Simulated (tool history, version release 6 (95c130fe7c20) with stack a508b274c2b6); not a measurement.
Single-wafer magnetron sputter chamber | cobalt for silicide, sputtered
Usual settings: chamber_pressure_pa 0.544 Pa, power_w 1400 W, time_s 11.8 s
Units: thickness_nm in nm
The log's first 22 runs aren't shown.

| run | hour | chamber_pressure_pa | power_w | time_s | read-back reference wafer on the same gauge, thickness_nm | thickness_nm |
|---|---|---|---|---|---|---|
| 23 | 1144.5 | 0.544 | 1400 | 11.8 | 8.135 | 8.393 |
|  | 1200.3 | sputter target and shields replaced |
| 24 | 1200.8 | 0.648 | 1200 | 11.8 | 8.162 | 7.152 |
| 25 | 1265.7 | 0.453 | 1400 | 11.8 | 8.153 | 8.717 |
| 26 | 1306.0 | 0.685 | 1500 | 10.2 | 8.176 | 7.225 |
| 27 | 1373.5 | 0.419 | 1400 | 13.9 | 8.158 | 10.530 |
| 28 | 1442.4 | 0.330 | 1200 | 10.9 | 8.183 | 7.550 |
| 29 | 1480.2 | 0.685 | 1500 | 10.2 | 8.195 | 7.222 |
| 30 | 1536.3 | 0.685 | 1500 | 10.2 | 8.201 | 7.267 |
| 31 | 1563.2 | 0.544 | 1600 | 14.1 | 8.233 | 11.307 |
| 32 | 1611.4 | 0.751 | 1200 | 11.8 | 8.216 | 6.825 |
| 33 | 1639.0 | 0.544 | 1400 | 11.8 | 8.242 | 8.410 |
|  | 1678.9 | sputter target and shields replaced |
| 34 | 1691.2 | 0.544 | 1400 | 11.8 | 8.223 | 8.501 |
| 35 | 1737.3 | 0.482 | 1600 | 10.4 | 8.234 | 8.533 |

Forecast each of these 4 alternatives for the next run:
| A | 1737.7 | 0.704 | 1400 | 11.8 | ? | ? |
| B | 1737.7 | 0.695 | 1500 | 11.8 | ? | ? |
| C | 1737.7 | 0.433 | 1400 | 11.8 | ? | ? |
| D | 1737.7 | 0.704 | 1700 | 9.6 | ? | ? |

| run | read-back reference wafer on the same gauge, thickness_nm | thickness_nm |
|---|---|---|
| A | 8.232 | 7.907 |
| B | 8.232 | 8.389 |
| C | 8.232 | 8.850 |
| D | 8.232 | 7.535 |
Without the tool's hidden state the same runs would have given:
| run | thickness_nm |
|---|---|
| A | 7.757 |
| B | 8.231 |
| C | 8.683 |
| D | 7.392 |
